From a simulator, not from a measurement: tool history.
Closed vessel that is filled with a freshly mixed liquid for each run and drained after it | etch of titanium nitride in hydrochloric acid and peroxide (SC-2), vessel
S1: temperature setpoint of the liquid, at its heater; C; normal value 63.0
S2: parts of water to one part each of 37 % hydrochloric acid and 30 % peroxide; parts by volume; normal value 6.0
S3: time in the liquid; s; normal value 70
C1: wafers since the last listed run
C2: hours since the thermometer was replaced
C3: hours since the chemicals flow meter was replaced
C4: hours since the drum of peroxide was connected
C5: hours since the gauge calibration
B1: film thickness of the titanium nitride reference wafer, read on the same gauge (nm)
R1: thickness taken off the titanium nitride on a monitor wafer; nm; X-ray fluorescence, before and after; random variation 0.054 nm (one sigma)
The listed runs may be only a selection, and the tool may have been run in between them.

Run 1, hour 0.0: usual settings; C1 0; C2 1949.4; C3 821.2; C4 428.1; C5 1802.3; B1 40.00. Result: R1 5.27 nm.
Run 2, hour 39.1: usual settings; C1 3245; C2 1988.5; C3 860.3; C4 467.2; C5 1841.4; B1 40.02. Result: R1 5.23 nm.
Run 3, hour 106.6: usual settings; C1 5602; C2 2056.0; C3 927.8; C4 534.7; C5 1908.9; B1 40.00. Result: R1 5.26 nm.
Run 4, hour 144.1: usual settings; C1 3112; C2 2093.5; C3 965.3; C4 572.2; C5 1946.4; B1 40.00. Result: R1 5.21 nm.
Run 5, hour 214.8: usual settings but S2 7.5 parts by volume; C1 5868; C2 2164.2; C3 1036.0; C4 642.9; C5 2017.1; B1 39.99. Result: R1 4.48 nm.
Run 6, hour 261.6: usual settings but S1 68.5 C; C1 3884; C2 2211.0; C3 1082.8; C4 689.7; C5 2063.9; B1 40.01. Result: R1 7.27 nm.
Run 7, hour 318.9: usual settings but S1 68.5 C; C1 4755; C2 2268.3; C3 1140.1; C4 747.0; C5 2121.2; B1 40.00. Result: R1 7.22 nm.
At hour 387.3: thermometer replaced.
Run 8, hour 389.0: usual settings but S1 68.5 C; C1 5735; C2 1.7; C3 1210.2; C4 817.1; C5 2191.3; B1 40.01. Result: R1 7.29 nm.
Run 9, hour 422.7: usual settings but S2 8.0 parts by volume; C1 2797; C2 35.4; C3 1243.9; C4 850.8; C5 2225.0; B1 39.99. Result: R1 4.16 nm.
Run 10, hour 458.8: usual settings but S2 8.0 parts by volume; C1 2996; C2 71.5; C3 1280.0; C4 886.9; C5 2261.1; B1 40.01. Result: R1 4.10 nm.
Run 11, hour 482.9: usual settings; C1 2000; C2 95.6; C3 1304.1; C4 911.0; C5 2285.2; B1 39.98. Result: R1 5.20 nm.
At hour 498.6: gauge calibrated.
Run 12, hour 528.9: usual settings but S1 60.0 C, S2 7.0 parts by volume; C1 3817; C2 141.6; C3 1350.1; C4 957.0; C5 30.3; B1 40.01. Result: R1 3.75 nm.
Run 13, hour 579.6: usual settings but S2 4.0 parts by volume; C1 4208; C2 192.3; C3 1400.8; C4 1007.7; C5 81.0; B1 39.99. Result: R1 6.80 nm.
Run 14, hour 646.2: usual settings; C1 5527; C2 258.9; C3 1467.4; C4 1074.3; C5 147.6; B1 40.01. Result: R1 5.03 nm.
Run 15, hour 686.1: usual settings; C1 3311; C2 298.8; C3 1507.3; C4 1114.2; C5 187.5; B1 39.98. Result: R1 5.16 nm.
Run 16, hour 726.7: usual settings; C1 3369; C2 339.4; C3 1547.9; C4 1154.8; C5 228.1; B1 39.99. Result: R1 5.05 nm.
Run 17, hour 751.8: usual settings but S1 53.0 C, S2 9.0 parts by volume, S3 40 s; C1 2083; C2 364.5; C3 1573.0; C4 1179.9; C5 253.2; B1 40.01. Result: R1 1.10 nm.
Run 18, hour 783.7: usual settings; C1 2647; C2 396.4; C3 1604.9; C4 1211.8; C5 285.1; B1 40.01. Result: R1 5.08 nm.
Run 19, hour 811.8: usual settings but S1 57.5 C, S2 7.5 parts by volume, S3 45 s; C1 2332; C2 424.5; C3 1633.0; C4 1239.9; C5 313.2; B1 40.00. Result: R1 1.93 nm.
At hour 853.0: chemicals flow meter replaced.
Run 20, hour 865.3: usual settings but S1 69.0 C, S2 4.0 parts by volume, S3 95 s; C1 4357; C2 478.0; C3 12.3; C4 1293.4; C5 366.7; B1 40.00. Result: R1 13.20 nm.
At hour 911.9: new drum of peroxide connected.
Run 21, hour 912.4: usual settings but S2 4.0 parts by volume, S3 60 s; C1 3826; C2 525.1; C3 59.4; C4 0.5; C5 413.8; B1 40.02. Result: R1 6.17 nm.
Run 22, hour 951.7: usual settings but S1 69.0 C, S2 7.5 parts by volume, S3 90 s; C1 3261; C2 564.4; C3 98.7; C4 39.8; C5 453.1; B1 39.99. Result: R1 8.29 nm.
Run 23, hour 1019.7: usual settings but S1 70.0 C, S2 7.0 parts by volume, S3 105 s; C1 5643; C2 632.4; C3 166.7; C4 107.8; C5 521.1; B1 40.02. Result: R1 10.78 nm.
Run 24, hour 1088.6: usual settings; C1 5718; C2 701.3; C3 235.6; C4 176.7; C5 590.0; B1 40.00. Result: R1 5.33 nm.
Run 25, hour 1139.0: usual settings; C1 4183; C2 751.7; C3 286.0; C4 227.1; C5 640.4; B1 40.00. Result: R1 5.24 nm.
Run 26, hour 1193.0: usual settings but S2 5.0 parts by volume, S3 45 s; C1 4481; C2 805.7; C3 340.0; C4 281.1; C5 694.4; B1 40.00. Result: R1 3.90 nm.
Run 27, hour 1247.5: usual settings but S3 110 s; C1 4523; C2 860.2; C3 394.5; C4 335.6; C5 748.9; B1 40.01. Result: R1 8.18 nm.
Run 28, hour 1300.3: usual settings but S1 60.5 C, S2 4.0 parts by volume; C1 4382; C2 913.0; C3 447.3; C4 388.4; C5 801.7; B1 40.00. Result: R1 6.01 nm.
Run 29, hour 1339.1: usual settings but S1 57.5 C, S3 80 s; C1 3220; C2 951.8; C3 486.1; C4 427.2; C5 840.5; B1 40.02. Result: R1 4.22 nm.

Here are 4 independent what-if runs from the current tool condition. What would each one return?
Run A, hour 1339.8: usual settings; C1 58; C2 952.5; C3 486.8; C4 427.9; C5 841.2; B1 ?. Result: R1 ?.
Run B, hour 1339.8: usual settings but S1 67.5 C, S2 8.0 parts by volume, S3 90 s; C1 58; C2 952.5; C3 486.8; C4 427.9; C5 841.2; B1 ?. Result: R1 ?.
Run C, hour 1339.8: usual settings but S2 4.0 parts by volume, S3 85 s; C1 58; C2 952.5; C3 486.8; C4 427.9; C5 841.2; B1 ?. Result: R1 ?.
Run D, hour 1339.8: usual settings but S1 54.5 C, S2 8.0 parts by volume, S3 50 s; C1 58; C2 952.5; C3 486.8; C4 427.9; C5 841.2; B1 ?. Result: R1 ?.

run     B1    R1
  A  39.99  5.24
  B  39.99  7.08
  C  39.99  8.50
  D  39.99  1.75
Stripped of hidden state, with their random variation kept, the same runs would have yielded:
run    R1
  A  5.43
  B  7.34
  C  8.79
  D  1.81
